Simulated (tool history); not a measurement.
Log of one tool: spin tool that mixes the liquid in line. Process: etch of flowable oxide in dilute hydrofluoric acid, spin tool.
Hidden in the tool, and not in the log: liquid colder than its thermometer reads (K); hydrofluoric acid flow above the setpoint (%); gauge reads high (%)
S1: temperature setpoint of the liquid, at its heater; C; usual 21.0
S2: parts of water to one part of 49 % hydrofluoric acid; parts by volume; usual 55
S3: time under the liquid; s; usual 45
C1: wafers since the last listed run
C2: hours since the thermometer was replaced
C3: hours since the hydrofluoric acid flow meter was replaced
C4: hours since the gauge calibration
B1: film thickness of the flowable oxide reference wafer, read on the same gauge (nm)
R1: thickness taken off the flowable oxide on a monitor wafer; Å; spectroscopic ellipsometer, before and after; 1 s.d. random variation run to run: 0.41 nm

run,day,S1,S2,S3,C1,C2,C3,C4,B1,R1
1,0.000,21.0,55,45,0,320.2,718.4,286.0,90.03,458.0
2,1.138,21.0,55,45,541,347.5,745.7,313.3,90.02,460.7
3,1.692,23.0,55,45,263,360.8,759.0,326.6,89.99,499.3
4,2.229,23.0,55,45,255,373.7,771.9,339.5,89.99,493.4
5,3.617,21.0,55,25,660,407.0,805.2,372.8,90.01,256.5
6,4.150,21.0,55,25,253,419.8,818.0,385.6,90.01,250.8
7,5.162,21.0,55,45,481,444.1,842.3,409.9,90.04,457.7
8,6.150,21.0,70,45,469,467.8,866.0,433.6,90.01,344.8
9,7.212,21.0,70,45,505,493.3,891.5,459.1,89.98,345.6
10,8.254,21.0,70,45,495,518.3,916.5,484.1,89.99,348.0
11,9.158,21.0,55,45,430,540.0,938.2,505.8,90.01,440.5
12,9.958,21.0,55,45,380,559.2,957.4,525.0,90.03,445.5
13,10.592,21.0,75,45,301,574.4,972.6,540.2,90.04,314.8
# day 11.154: gauge calibrated
14,11.408,21.0,75,45,388,594.0,992.2,6.1,89.99,319.5
# day 11.850: hydrofluoric acid flow meter replaced
15,12.871,21.0,55,45,676,629.1,24.5,41.2,90.01,439.7
16,13.992,25.0,55,60,533,656.0,51.4,68.1,90.00,700.9
17,15.438,23.5,75,60,688,690.7,86.1,102.8,89.98,464.5
18,15.983,21.0,70,60,259,703.8,99.2,115.9,89.99,445.5
# day 16.933: thermometer replaced
19,19.296,21.0,55,45,1556,56.7,178.7,195.4,90.02,469.1
20,20.338,21.0,55,45,495,81.7,203.7,220.4,90.02,471.0
21,21.058,26.0,75,30,343,99.0,221.0,237.7,89.99,272.9
22,21.854,21.0,55,45,378,118.1,240.1,256.8,90.02,465.7
23,23.212,21.0,55,45,646,150.7,272.7,289.4,89.94,464.2
24,24.088,19.0,70,25,416,171.7,293.7,310.4,90.00,182.2
25,25.521,17.5,70,25,682,206.1,328.1,344.8,89.99,171.9
26,26.342,23.0,45,45,390,225.8,347.8,364.5,90.03,625.7
27,27.171,25.5,55,50,394,245.7,367.7,384.4,90.05,621.9
28,27.979,21.0,55,65,384,265.1,387.1,403.8,89.95,663.6
29,28.525,21.0,55,70,259,278.2,400.2,416.9,90.05,705.4
30,29.112,21.0,55,45,279,292.3,414.3,431.0,90.02,456.9
31,29.904,25.5,55,25,376,311.3,433.3,450.0,89.99,307.6
32,30.971,21.0,55,55,507,336.9,458.9,475.6,90.01,557.6
33,31.708,21.0,55,30,350,354.6,476.6,493.3,90.00,302.3

Hidden state, per run?
hydrofluoric acid flow above the setpoint (%): 0 in every run
gauge reads high (%): 0 in every run
H1: liquid colder than its thermometer reads (K)
run,H1
1,0.885
2,0.95
3,0.981
4,1.01
5,1.09
6,1.12
7,1.18
8,1.24
9,1.3
10,1.35
11,1.41
12,1.45
13,1.49
14,1.53
15,1.62
16,1.68
17,1.76
18,1.8
19,0.3
20,0.36
21,0.401
22,0.446
23,0.523
24,0.573
25,0.655
26,0.702
27,0.749
28,0.795
29,0.826
30,0.859
31,0.904
32,0.965
33,1.01

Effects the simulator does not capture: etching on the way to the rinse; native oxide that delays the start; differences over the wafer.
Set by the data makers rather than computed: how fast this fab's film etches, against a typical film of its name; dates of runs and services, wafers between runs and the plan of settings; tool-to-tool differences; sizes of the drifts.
